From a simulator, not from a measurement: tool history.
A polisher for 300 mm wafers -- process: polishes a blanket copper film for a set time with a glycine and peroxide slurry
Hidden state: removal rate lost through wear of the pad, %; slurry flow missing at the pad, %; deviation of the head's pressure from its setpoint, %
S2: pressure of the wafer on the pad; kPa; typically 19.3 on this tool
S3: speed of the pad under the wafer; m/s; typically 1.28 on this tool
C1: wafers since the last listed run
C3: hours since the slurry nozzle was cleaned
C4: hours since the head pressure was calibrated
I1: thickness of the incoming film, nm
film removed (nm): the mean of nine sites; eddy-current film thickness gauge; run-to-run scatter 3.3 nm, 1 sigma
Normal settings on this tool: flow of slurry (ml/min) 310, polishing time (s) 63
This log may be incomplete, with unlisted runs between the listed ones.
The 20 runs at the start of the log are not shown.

run 21 hour=1260.5 | flow_of_slurry_(ml/min)=200 S2=14.5 S3=1.54 polishing_time_(s)=63 | C1=667 wafers_polished_on_this_pad=5295 C3=657.4 C4=119.3 | I1=1563.4 | film_removed_(nm)=325.3
run 22 hour=1328 | flow_of_slurry_(ml/min)=310 S2=19.3 S3=1.62 polishing_time_(s)=63 | C1=773 wafers_polished_on_this_pad=6069 C3=724.9 C4=186.8 | I1=1540 | film_removed_(nm)=454.3
-- hour=1366.4 slurry nozzle cleaned
-- hour=1397.9 worn pad replaced by a new one
run 23 hour=1398.4 | flow_of_slurry_(ml/min)=205 S2=13.1 S3=1.12 polishing_time_(s)=52 | C1=749 wafers_polished_on_this_pad=5 C3=32 C4=257.2 | I1=1530.8 | film_removed_(nm)=214.2
run 24 hour=1427.6 | flow_of_slurry_(ml/min)=310 S2=19.3 S3=1.28 polishing_time_(s)=63 | C1=334 wafers_polished_on_this_pad=340 C3=61.2 C4=286.4 | I1=1509.4 | film_removed_(nm)=400.6
run 25 hour=1462 | flow_of_slurry_(ml/min)=240 S2=19.3 S3=1.28 polishing_time_(s)=56 | C1=394 wafers_polished_on_this_pad=734 C3=95.6 C4=320.8 | I1=1537.1 | film_removed_(nm)=349.9
run 26 hour=1511.4 | flow_of_slurry_(ml/min)=310 S2=19.3 S3=1.28 polishing_time_(s)=63 | C1=566 wafers_polished_on_this_pad=1300 C3=145 C4=370.2 | I1=1510.5 | film_removed_(nm)=398.3
run 27 hour=1543.1 | flow_of_slurry_(ml/min)=310 S2=19.3 S3=1.62 polishing_time_(s)=63 | C1=363 wafers_polished_on_this_pad=1664 C3=176.7 C4=401.9 | I1=1540.3 | film_removed_(nm)=489.7
run 28 hour=1592.5 | flow_of_slurry_(ml/min)=310 S2=22.8 S3=1.08 polishing_time_(s)=57 | C1=566 wafers_polished_on_this_pad=2230 C3=226.1 C4=451.3 | I1=1522.1 | film_removed_(nm)=351.5
run 29 hour=1651 | flow_of_slurry_(ml/min)=310 S2=19.3 S3=1.28 polishing_time_(s)=46 | C1=670 wafers_polished_on_this_pad=2901 C3=284.6 C4=509.8 | I1=1503.2 | film_removed_(nm)=282.3
run 30 hour=1697.6 | flow_of_slurry_(ml/min)=310 S2=23.4 S3=1.14 polishing_time_(s)=63 | C1=534 wafers_polished_on_this_pad=3435 C3=331.2 C4=556.4 | I1=1533 | film_removed_(nm)=409
run 31 hour=1729.6 | flow_of_slurry_(ml/min)=310 S2=19.3 S3=1.28 polishing_time_(s)=63 | C1=366 wafers_polished_on_this_pad=3802 C3=363.2 C4=588.4 | I1=1507.7 | film_removed_(nm)=384.6
-- hour=1763.9 head pressure recalibrated
run 32 hour=1794.3 | flow_of_slurry_(ml/min)=400 S2=19.3 S3=0.88 polishing_time_(s)=63 | C1=718 wafers_polished_on_this_pad=4521 C3=427.9 C4=30.4 | I1=1531.4 | film_removed_(nm)=286.7
run 33 hour=1834.9 | flow_of_slurry_(ml/min)=205 S2=19.3 S3=1.28 polishing_time_(s)=63 | C1=465 wafers_polished_on_this_pad=4986 C3=468.5 C4=71 | I1=1533.8 | film_removed_(nm)=362.4
-- hour=1920.8 worn pad replaced by a new one
run 34 hour=1921.3 | flow_of_slurry_(ml/min)=235 S2=19.3 S3=1.68 polishing_time_(s)=63 | C1=944 wafers_polished_on_this_pad=5 C3=554.9 C4=157.4 | I1=1525.6 | film_removed_(nm)=491.3
run 35 hour=1943.9 | flow_of_slurry_(ml/min)=380 S2=19.3 S3=1.28 polishing_time_(s)=63 | C1=259 wafers_polished_on_this_pad=264 C3=577.5 C4=180 | I1=1523.4 | film_removed_(nm)=403.7
run 36 hour=1977.8 | flow_of_slurry_(ml/min)=310 S2=19.3 S3=1.28 polishing_time_(s)=82 | C1=388 wafers_polished_on_this_pad=652 C3=611.4 C4=213.9 | I1=1546.8 | film_removed_(nm)=508.2

What if the next run were any one of these 5? Each begins from the tool's condition after run 36:
run A hour=1978.2 | flow_of_slurry_(ml/min)=310 S2=19.3 S3=1.28 polishing_time_(s)=63 | C1=4 wafers_polished_on_this_pad=657 C3=611.8 C4=214.3 | I1=1542.8 | film_removed_(nm)=?
run B hour=1978.2 | flow_of_slurry_(ml/min)=310 S2=19.3 S3=1.4 polishing_time_(s)=63 | C1=4 wafers_polished_on_this_pad=657 C3=611.8 C4=214.3 | I1=1542.8 | film_removed_(nm)=?
run C hour=1978.2 | flow_of_slurry_(ml/min)=310 S2=19.3 S3=1.28 polishing_time_(s)=42 | C1=4 wafers_polished_on_this_pad=657 C3=611.8 C4=214.3 | I1=1542.8 | film_removed_(nm)=?
run D hour=1978.2 | flow_of_slurry_(ml/min)=310 S2=19.3 S3=1.1 polishing_time_(s)=79 | C1=4 wafers_polished_on_this_pad=657 C3=611.8 C4=214.3 | I1=1542.8 | film_removed_(nm)=?
run E hour=1978.2 | flow_of_slurry_(ml/min)=340 S2=15.9 S3=1.28 polishing_time_(s)=63 | C1=4 wafers_polished_on_this_pad=657 C3=611.8 C4=214.3 | I1=1542.8 | film_removed_(nm)=?

run=A film_removed_(nm)=392
run=B film_removed_(nm)=423.5
run=C film_removed_(nm)=261.3
run=D film_removed_(nm)=432.3
run=E film_removed_(nm)=334.9
Stripped of hidden state, with their random variation kept, the same runs would have yielded:
run=A film_removed_(nm)=414.3
run=B film_removed_(nm)=447.6
run=C film_removed_(nm)=276.2
run=D film_removed_(nm)=456.8
run=E film_removed_(nm)=353.2
